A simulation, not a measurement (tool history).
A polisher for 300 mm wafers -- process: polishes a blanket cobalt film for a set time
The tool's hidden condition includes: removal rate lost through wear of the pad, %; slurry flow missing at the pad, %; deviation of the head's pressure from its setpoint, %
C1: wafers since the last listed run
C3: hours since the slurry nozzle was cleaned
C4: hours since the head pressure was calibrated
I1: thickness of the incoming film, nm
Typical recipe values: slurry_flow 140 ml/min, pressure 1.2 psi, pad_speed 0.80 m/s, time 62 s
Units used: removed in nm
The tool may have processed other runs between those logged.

{"run": 1, "day": 0.0, "slurry_flow": 140, "pressure": 1.2, "pad_speed": 0.8, "time": 62, "C1": 0, "wafers polished on this pad": 2368, "C3": 175.0, "C4": 1209.0, "I1": 1385.4, "removed": 130.8}
{"run": 2, "day": 3.046, "slurry_flow": 140, "pressure": 1.2, "pad_speed": 0.64, "time": 62, "C1": 709, "wafers polished on this pad": 3078, "C3": 248.1, "C4": 1282.1, "I1": 1359.5, "removed": 106.2}
{"day": 4.696, "done": "head pressure recalibrated"}
{"run": 3, "day": 5.842, "slurry_flow": 110, "pressure": 1.2, "pad_speed": 0.8, "time": 51, "C1": 631, "wafers polished on this pad": 3710, "C3": 315.2, "C4": 27.5, "I1": 1358.9, "removed": 99.8}
{"day": 6.779, "done": "worn pad replaced by a new one"}
{"run": 4, "day": 9.862, "slurry_flow": 110, "pressure": 1.2, "pad_speed": 0.8, "time": 51, "C1": 897, "wafers polished on this pad": 718, "C3": 411.7, "C4": 124.0, "I1": 1401.6, "removed": 104.9}
{"run": 5, "day": 11.904, "slurry_flow": 140, "pressure": 1.2, "pad_speed": 0.8, "time": 62, "C1": 475, "wafers polished on this pad": 1193, "C3": 460.7, "C4": 173.0, "I1": 1347.7, "removed": 136.3}
{"run": 6, "day": 14.646, "slurry_flow": 140, "pressure": 1.2, "pad_speed": 0.8, "time": 62, "C1": 638, "wafers polished on this pad": 1832, "C3": 526.5, "C4": 238.8, "I1": 1351.5, "removed": 138.3}
{"day": 16.396, "done": "slurry nozzle cleaned"}
{"run": 7, "day": 18.504, "slurry_flow": 140, "pressure": 1.2, "pad_speed": 0.8, "time": 62, "C1": 889, "wafers polished on this pad": 2721, "C3": 50.6, "C4": 331.4, "I1": 1374.9, "removed": 129.7}
{"run": 8, "day": 21.658, "slurry_flow": 140, "pressure": 1.2, "pad_speed": 0.8, "time": 62, "C1": 734, "wafers polished on this pad": 3456, "C3": 126.3, "C4": 407.1, "I1": 1377.3, "removed": 128.3}
{"day": 25.133, "done": "worn pad replaced by a new one"}
{"run": 9, "day": 25.55, "slurry_flow": 140, "pressure": 1.2, "pad_speed": 0.8, "time": 62, "C1": 867, "wafers polished on this pad": 96, "C3": 219.7, "C4": 500.5, "I1": 1398.1, "removed": 139.1}
{"run": 10, "day": 27.283, "slurry_flow": 140, "pressure": 1.2, "pad_speed": 0.8, "time": 62, "C1": 403, "wafers polished on this pad": 500, "C3": 261.3, "C4": 542.1, "I1": 1339.4, "removed": 138.3}
{"run": 11, "day": 31.742, "slurry_flow": 140, "pressure": 1.2, "pad_speed": 0.8, "time": 62, "C1": 1038, "wafers polished on this pad": 1539, "C3": 368.3, "C4": 649.1, "I1": 1369.5, "removed": 132.0}
{"run": 12, "day": 34.829, "slurry_flow": 140, "pressure": 1.2, "pad_speed": 0.8, "time": 62, "C1": 719, "wafers polished on this pad": 2258, "C3": 442.4, "C4": 723.2, "I1": 1361.1, "removed": 136.3}
{"run": 13, "day": 37.171, "slurry_flow": 140, "pressure": 1.2, "pad_speed": 0.8, "time": 62, "C1": 545, "wafers polished on this pad": 2804, "C3": 498.6, "C4": 779.4, "I1": 1370.5, "removed": 132.1}
{"run": 14, "day": 41.254, "slurry_flow": 120, "pressure": 1.2, "pad_speed": 0.94, "time": 62, "C1": 951, "wafers polished on this pad": 3755, "C3": 596.6, "C4": 877.4, "I1": 1384.3, "removed": 145.7}
{"day": 41.721, "done": "slurry nozzle cleaned"}
{"run": 15, "day": 43.017, "slurry_flow": 165, "pressure": 1.2, "pad_speed": 0.8, "time": 62, "C1": 400, "wafers polished on this pad": 4156, "C3": 31.1, "C4": 919.7, "I1": 1363.1, "removed": 132.6}
{"day": 45.358, "done": "worn pad replaced by a new one"}
{"run": 16, "day": 46.962, "slurry_flow": 165, "pressure": 1.2, "pad_speed": 0.8, "time": 62, "C1": 880, "wafers polished on this pad": 374, "C3": 125.8, "C4": 1014.4, "I1": 1356.9, "removed": 137.9}
{"run": 17, "day": 49.654, "slurry_flow": 100, "pressure": 1.1, "pad_speed": 0.8, "time": 42, "C1": 627, "wafers polished on this pad": 1001, "C3": 190.4, "C4": 1079.0, "I1": 1372.3, "removed": 76.9}
{"run": 18, "day": 53.908, "slurry_flow": 90, "pressure": 1.2, "pad_speed": 0.8, "time": 62, "C1": 991, "wafers polished on this pad": 1992, "C3": 292.5, "C4": 1181.1, "I1": 1369.7, "removed": 116.3}

What will run 19 give?
{"run": 19, "day": 56.454, "slurry_flow": 120, "pressure": 1.2, "pad_speed": 0.8, "time": 72, "C1": 593, "wafers polished on this pad": 2585, "C3": 353.6, "C4": 1242.2, "I1": 1340.6, "removed": "?"}

Run 19 came out at removed 148.2 nm.
With no hidden state in the tool, this same run would have given removed 154.9 nm.
